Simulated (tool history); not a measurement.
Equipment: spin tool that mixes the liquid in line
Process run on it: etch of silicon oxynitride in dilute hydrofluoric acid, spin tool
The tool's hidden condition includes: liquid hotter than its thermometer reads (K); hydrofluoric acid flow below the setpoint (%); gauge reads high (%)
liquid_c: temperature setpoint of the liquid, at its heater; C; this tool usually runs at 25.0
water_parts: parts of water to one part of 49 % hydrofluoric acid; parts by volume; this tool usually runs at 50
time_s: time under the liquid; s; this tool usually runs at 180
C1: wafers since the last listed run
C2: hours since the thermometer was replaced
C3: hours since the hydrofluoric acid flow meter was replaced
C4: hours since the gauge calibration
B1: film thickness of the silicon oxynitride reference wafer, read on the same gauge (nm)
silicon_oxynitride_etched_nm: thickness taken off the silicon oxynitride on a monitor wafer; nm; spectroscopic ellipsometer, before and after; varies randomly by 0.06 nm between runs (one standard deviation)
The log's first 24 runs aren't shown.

{"run": 25, "hour": 312.2, "liquid_c": 25.0, "water_parts": 50, "time_s": 180, "C1": 211, "C2": 53.4, "C3": 45.5, "C4": 423.5, "B1": 150.0, "silicon_oxynitride_etched_nm": 14.98}
{"run": 26, "hour": 319.0, "liquid_c": 25.0, "water_parts": 50, "time_s": 180, "C1": 36, "C2": 60.2, "C3": 52.3, "C4": 430.3, "B1": 150.0, "silicon_oxynitride_etched_nm": 14.99}
{"hour": 328.8, "done": "gauge calibrated"}
{"run": 27, "hour": 331.5, "liquid_c": 25.0, "water_parts": 25, "time_s": 180, "C1": 67, "C2": 72.7, "C3": 64.8, "C4": 2.7, "B1": 150.01, "silicon_oxynitride_etched_nm": 30.92}
{"run": 28, "hour": 338.3, "liquid_c": 25.0, "water_parts": 50, "time_s": 180, "C1": 36, "C2": 79.5, "C3": 71.6, "C4": 9.5, "B1": 149.98, "silicon_oxynitride_etched_nm": 15.06}
{"run": 29, "hour": 355.6, "liquid_c": 25.0, "water_parts": 40, "time_s": 180, "C1": 94, "C2": 96.8, "C3": 88.9, "C4": 26.8, "B1": 150.0, "silicon_oxynitride_etched_nm": 18.82}
{"run": 30, "hour": 361.6, "liquid_c": 25.0, "water_parts": 25, "time_s": 180, "C1": 32, "C2": 102.8, "C3": 94.9, "C4": 32.8, "B1": 149.99, "silicon_oxynitride_etched_nm": 30.88}
{"run": 31, "hour": 409.4, "liquid_c": 25.0, "water_parts": 50, "time_s": 75, "C1": 259, "C2": 150.6, "C3": 142.7, "C4": 80.6, "B1": 150.0, "silicon_oxynitride_etched_nm": 6.29}
{"run": 32, "hour": 423.0, "liquid_c": 25.0, "water_parts": 50, "time_s": 180, "C1": 73, "C2": 164.2, "C3": 156.3, "C4": 94.2, "B1": 149.99, "silicon_oxynitride_etched_nm": 15.04}
{"run": 33, "hour": 438.9, "liquid_c": 29.5, "water_parts": 30, "time_s": 145, "C1": 86, "C2": 180.1, "C3": 172.2, "C4": 110.1, "B1": 150.01, "silicon_oxynitride_etched_nm": 25.38}

Forecast each of these 4 alternatives for the next run:
{"run": "A", "hour": 439.4, "liquid_c": 25.0, "water_parts": 55, "time_s": 180, "C1": 2, "C2": 180.6, "C3": 172.7, "C4": 110.6, "B1": "?", "silicon_oxynitride_etched_nm": "?"}
{"run": "B", "hour": 439.4, "liquid_c": 25.0, "water_parts": 35, "time_s": 180, "C1": 2, "C2": 180.6, "C3": 172.7, "C4": 110.6, "B1": "?", "silicon_oxynitride_etched_nm": "?"}
{"run": "C", "hour": 439.4, "liquid_c": 23.0, "water_parts": 25, "time_s": 180, "C1": 2, "C2": 180.6, "C3": 172.7, "C4": 110.6, "B1": "?", "silicon_oxynitride_etched_nm": "?"}
{"run": "D", "hour": 439.4, "liquid_c": 27.0, "water_parts": 50, "time_s": 180, "C1": 2, "C2": 180.6, "C3": 172.7, "C4": 110.6, "B1": "?", "silicon_oxynitride_etched_nm": "?"}

run=A B1=149.99 silicon_oxynitride_etched_nm=13.74
run=B B1=149.99 silicon_oxynitride_etched_nm=21.95
run=C B1=149.99 silicon_oxynitride_etched_nm=28.02
run=D B1=149.99 silicon_oxynitride_etched_nm=16.70
The same runs, with their run-to-run variation unchanged, on a tool lacking any hidden condition would have given:
run=A silicon_oxynitride_etched_nm=13.44
run=B silicon_oxynitride_etched_nm=21.47
run=C silicon_oxynitride_etched_nm=27.40
run=D silicon_oxynitride_etched_nm=16.35
